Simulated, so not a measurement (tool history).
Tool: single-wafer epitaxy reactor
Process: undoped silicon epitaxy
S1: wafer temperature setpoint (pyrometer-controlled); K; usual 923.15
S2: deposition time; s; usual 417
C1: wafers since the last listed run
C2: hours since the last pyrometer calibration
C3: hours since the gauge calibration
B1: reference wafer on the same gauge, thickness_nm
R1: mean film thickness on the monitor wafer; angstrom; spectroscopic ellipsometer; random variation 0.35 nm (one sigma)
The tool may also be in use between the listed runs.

run,hour,S1,S2,C1,C2,C3,B1,R1
1,0,923.15,417,0,2486.8,293.7,76.482,649.54
2,14.7,923.15,417,66,2501.5,308.4,76.579,645.14
3,106.4,923.15,417,414,2593.2,400.1,76.375,644.38
4,135,923.15,417,129,2621.8,428.7,76.259,643.01
5,153.8,923.15,417,84,2640.6,447.5,76.415,644.51
6,174.7,923.15,417,94,2661.5,468.4,76.385,646.98
7,204.5,923.15,417,134,2691.3,498.2,76.338,643.89
# hour 272.8: pyrometer calibrated
8,280.4,923.15,417,306,7.6,574.1,76.433,730.57
9,303.4,913.15,417,103,30.6,597.1,76.371,568.88
10,325.6,913.15,417,100,52.8,619.3,76.325,573.22
11,346.2,913.15,417,93,73.4,639.9,76.391,574.95
12,381.6,923.15,417,159,108.8,675.3,76.511,730.6
13,415.4,923.15,417,152,142.6,709.1,76.33,731
# hour 429.8: gauge calibrated
14,432.1,909.15,470,75,159.3,2.3,76.431,583.81
15,463.6,923.15,417,142,190.8,33.8,76.425,734.21
16,484.9,923.15,417,96,212.1,55.1,76.37,729.96
17,499.1,923.15,482,64,226.3,69.3,76.482,834.1
18,527.4,912.15,396,127,254.6,97.6,76.322,534.3
19,545.2,909.15,441,80,272.4,115.4,76.397,549.36
20,570.4,908.15,350,113,297.6,140.6,76.4,426.98
21,600.7,913.15,447,136,327.9,170.9,76.338,611.23
22,621.6,923.15,417,94,348.8,191.8,76.398,728.47
23,655.7,923.15,417,153,382.9,225.9,76.39,722.25
24,674.8,919.15,385,86,402,245,76.369,608.69
25,701.5,915.15,354,120,428.7,271.7,76.399,509.85
26,724.4,928.15,495,103,451.6,294.6,76.439,963.22

The same runs without the tool's hidden state, with the same run-to-run variation:
The hidden state here: wafer temperature above the value expected at the setpoint (K); gauge reads high (%).
run,R1
1,725.46
2,721.48
3,726.67
4,727.05
5,730.04
6,734.28
7,732.87
8,731.66
9,569.76
10,574.12
11,575.88
12,731.84
13,732.35
14,584.98
15,735.77
16,731.62
17,836.09
18,535.75
19,550.95
20,428.33
21,613.35
22,731.12
23,725.2
24,611.36
25,512.31
26,968.07
